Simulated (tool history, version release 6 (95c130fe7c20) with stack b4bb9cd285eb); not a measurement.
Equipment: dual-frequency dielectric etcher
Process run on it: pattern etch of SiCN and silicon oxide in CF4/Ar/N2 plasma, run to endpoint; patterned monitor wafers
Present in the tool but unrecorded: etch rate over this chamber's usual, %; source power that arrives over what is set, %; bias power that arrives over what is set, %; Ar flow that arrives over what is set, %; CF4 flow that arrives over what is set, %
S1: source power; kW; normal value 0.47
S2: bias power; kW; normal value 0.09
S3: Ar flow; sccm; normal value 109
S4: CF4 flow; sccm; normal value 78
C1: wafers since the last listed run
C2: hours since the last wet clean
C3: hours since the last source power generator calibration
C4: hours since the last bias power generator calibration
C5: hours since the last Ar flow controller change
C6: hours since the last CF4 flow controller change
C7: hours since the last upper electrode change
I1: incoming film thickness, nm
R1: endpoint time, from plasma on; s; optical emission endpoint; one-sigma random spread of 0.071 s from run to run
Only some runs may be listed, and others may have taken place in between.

{"run": 1, "day": 0.0, "S1": 0.47, "S2": 0.09, "S3": 109, "S4": 78, "C1": 0, "C2": 277.7, "C3": 1318.8, "C4": 2987, "C5": 3562.9, "C6": 596.1, "C7": 2267.5, "I1": 12.57, "R1": 13.2}
{"run": 2, "day": 2.188, "S1": 0.47, "S2": 0.09, "S3": 109, "S4": 78, "C1": 1087, "C2": 330.2, "C3": 1371.3, "C4": 3039.5, "C5": 3615.4, "C6": 648.6, "C7": 2320, "I1": 12.49, "R1": 13.3}
{"run": 3, "day": 4.458, "S1": 0.47, "S2": 0.09, "S3": 109, "S4": 78, "C1": 1128, "C2": 384.7, "C3": 1425.8, "C4": 3094, "C5": 3669.9, "C6": 703.1, "C7": 2374.5, "I1": 12.41, "R1": 13.3}
{"run": 4, "day": 6.779, "S1": 0.47, "S2": 0.09, "S3": 109, "S4": 78, "C1": 1153, "C2": 440.4, "C3": 1481.5, "C4": 3149.7, "C5": 3725.6, "C6": 758.8, "C7": 2430.2, "I1": 12.53, "R1": 13.3}
{"run": 5, "day": 8.029, "S1": 0.47, "S2": 0.09, "S3": 109, "S4": 78, "C1": 621, "C2": 470.4, "C3": 1511.5, "C4": 3179.7, "C5": 3755.6, "C6": 788.8, "C7": 2460.2, "I1": 12.42, "R1": 13.1}
{"run": 6, "day": 10.483, "S1": 0.47, "S2": 0.09, "S3": 109, "S4": 78, "C1": 1219, "C2": 529.3, "C3": 1570.4, "C4": 3238.6, "C5": 3814.5, "C6": 847.7, "C7": 2519.1, "I1": 12.55, "R1": 13.3}
{"run": 7, "day": 12.133, "S1": 0.47, "S2": 0.09, "S3": 109, "S4": 78, "C1": 820, "C2": 568.9, "C3": 1610, "C4": 3278.2, "C5": 3854.1, "C6": 887.3, "C7": 2558.7, "I1": 12.52, "R1": 13.2}
{"day": 13.421, "done": "wet clean of the chamber"}
{"run": 8, "day": 14.212, "S1": 0.56, "S2": 0.09, "S3": 109, "S4": 78, "C1": 536, "C2": 19, "C3": 1659.9, "C4": 3328.1, "C5": 3904, "C6": 937.2, "C7": 2608.6, "I1": 12.52, "R1": 11.6}
{"run": 9, "day": 16.2, "S1": 0.56, "S2": 0.09, "S3": 109, "S4": 78, "C1": 987, "C2": 66.7, "C3": 1707.6, "C4": 3375.8, "C5": 3951.7, "C6": 984.9, "C7": 2656.3, "I1": 12.52, "R1": 11.7}
{"day": 17.308, "done": "upper electrode replaced"}
{"run": 10, "day": 17.567, "S1": 0.47, "S2": 0.108, "S3": 109, "S4": 63, "C1": 182, "C2": 99.5, "C3": 1740.4, "C4": 3408.6, "C5": 3984.5, "C6": 1017.7, "C7": 6.2, "I1": 12.54, "R1": 12.7}
{"run": 11, "day": 20.438, "S1": 0.47, "S2": 0.09, "S3": 125, "S4": 78, "C1": 1426, "C2": 168.4, "C3": 1809.3, "C4": 3477.5, "C5": 4053.4, "C6": 1086.6, "C7": 75.1, "I1": 12.42, "R1": 13.5}
{"day": 21.554, "done": "Ar flow controller replaced"}
{"run": 12, "day": 24.983, "S1": 0.47, "S2": 0.09, "S3": 133, "S4": 96, "C1": 2135, "C2": 277.5, "C3": 1918.4, "C4": 3586.6, "C5": 82.3, "C6": 1195.7, "C7": 184.2, "I1": 12.59, "R1": 13.4}
{"run": 13, "day": 27.767, "S1": 0.55, "S2": 0.09, "S3": 109, "S4": 65, "C1": 1383, "C2": 344.3, "C3": 1985.2, "C4": 3653.4, "C5": 149.1, "C6": 1262.5, "C7": 251, "I1": 12.45, "R1": 11.9}
{"run": 14, "day": 30.512, "S1": 0.47, "S2": 0.09, "S3": 109, "S4": 78, "C1": 1364, "C2": 410.2, "C3": 2051.1, "C4": 3719.3, "C5": 215, "C6": 1328.4, "C7": 316.9, "I1": 12.37, "R1": 13.1}
{"day": 33.288, "done": "bias power generator calibrated"}
{"day": 33.446, "done": "wet clean of the chamber"}
{"run": 15, "day": 33.467, "S1": 0.38, "S2": 0.07, "S3": 109, "S4": 78, "C1": 1305, "C2": 0.5, "C3": 2122, "C4": 4.3, "C5": 285.9, "C6": 1399.3, "C7": 387.8, "I1": 12.55, "R1": 17.4}
{"day": 40.708, "done": "CF4 flow controller replaced"}
{"run": 16, "day": 41.446, "S1": 0.47, "S2": 0.09, "S3": 133, "S4": 96, "C1": 3841, "C2": 192, "C3": 2313.5, "C4": 195.8, "C5": 477.4, "C6": 17.7, "C7": 579.3, "I1": 12.55, "R1": 13.5}
{"day": 44.058, "done": "source power generator calibrated"}
{"run": 17, "day": 46.829, "S1": 0.59, "S2": 0.107, "S3": 119, "S4": 84, "C1": 2593, "C2": 321.2, "C3": 66.5, "C4": 325, "C5": 606.6, "C6": 146.9, "C7": 708.5, "I1": 12.45, "R1": 10.4}
{"run": 18, "day": 49.525, "S1": 0.57, "S2": 0.09, "S3": 101, "S4": 97, "C1": 1340, "C2": 385.9, "C3": 131.2, "C4": 389.7, "C5": 671.3, "C6": 211.6, "C7": 773.2, "I1": 12.72, "R1": 11.3}
{"run": 19, "day": 52.338, "S1": 0.47, "S2": 0.09, "S3": 98, "S4": 78, "C1": 1397, "C2": 453.4, "C3": 198.7, "C4": 457.2, "C5": 738.8, "C6": 279.1, "C7": 840.7, "I1": 12.42, "R1": 13}
{"run": 20, "day": 53.692, "S1": 0.56, "S2": 0.09, "S3": 109, "S4": 85, "C1": 673, "C2": 485.9, "C3": 231.2, "C4": 489.7, "C5": 771.3, "C6": 311.6, "C7": 873.2, "I1": 12.48, "R1": 11.5}
{"run": 21, "day": 55.438, "S1": 0.47, "S2": 0.09, "S3": 109, "S4": 78, "C1": 867, "C2": 527.8, "C3": 273.1, "C4": 531.6, "C5": 813.2, "C6": 353.5, "C7": 915.1, "I1": 12.54, "R1": 13.2}
{"run": 22, "day": 58.308, "S1": 0.59, "S2": 0.107, "S3": 119, "S4": 84, "C1": 1426, "C2": 596.7, "C3": 342, "C4": 600.5, "C5": 882.1, "C6": 422.4, "C7": 984, "I1": 12.5, "R1": 10.5}
{"day": 59.996, "done": "wet clean of the chamber"}
{"run": 23, "day": 60.017, "S1": 0.58, "S2": 0.101, "S3": 109, "S4": 78, "C1": 352, "C2": 0.5, "C3": 383, "C4": 641.5, "C5": 923.1, "C6": 463.4, "C7": 1025, "I1": 12.55, "R1": 10.9}

Alternative continuations, all from the tool just after run 23; predict every row:
{"run": "A", "day": 60.033, "S1": 0.47, "S2": 0.098, "S3": 109, "S4": 78, "C1": 8, "C2": 0.9, "C3": 383.4, "C4": 641.9, "C5": 923.5, "C6": 463.8, "C7": 1025.4, "I1": 12.45, "R1": "?"}
{"run": "B", "day": 60.033, "S1": 0.53, "S2": 0.09, "S3": 109, "S4": 78, "C1": 8, "C2": 0.9, "C3": 383.4, "C4": 641.9, "C5": 923.5, "C6": 463.8, "C7": 1025.4, "I1": 12.45, "R1": "?"}
{"run": "C", "day": 60.033, "S1": 0.38, "S2": 0.098, "S3": 119, "S4": 78, "C1": 8, "C2": 0.9, "C3": 383.4, "C4": 641.9, "C5": 923.5, "C6": 463.8, "C7": 1025.4, "I1": 12.45, "R1": "?"}
{"run": "D", "day": 60.033, "S1": 0.54, "S2": 0.09, "S3": 109, "S4": 78, "C1": 8, "C2": 0.9, "C3": 383.4, "C4": 641.9, "C5": 923.5, "C6": 463.8, "C7": 1025.4, "I1": 12.45, "R1": "?"}
{"run": "E", "day": 60.033, "S1": 0.53, "S2": 0.077, "S3": 89, "S4": 84, "C1": 8, "C2": 0.9, "C3": 383.4, "C4": 641.9, "C5": 923.5, "C6": 463.8, "C7": 1025.4, "I1": 12.45, "R1": "?"}

run=A R1=12.8
run=B R1=12.1
run=C R1=15.1
run=D R1=11.9
run=E R1=12.3
With no hidden state in the tool, these same runs would have given:
run=A R1=12.8
run=B R1=12.1
run=C R1=15.1
run=D R1=11.9
run=E R1=12.3

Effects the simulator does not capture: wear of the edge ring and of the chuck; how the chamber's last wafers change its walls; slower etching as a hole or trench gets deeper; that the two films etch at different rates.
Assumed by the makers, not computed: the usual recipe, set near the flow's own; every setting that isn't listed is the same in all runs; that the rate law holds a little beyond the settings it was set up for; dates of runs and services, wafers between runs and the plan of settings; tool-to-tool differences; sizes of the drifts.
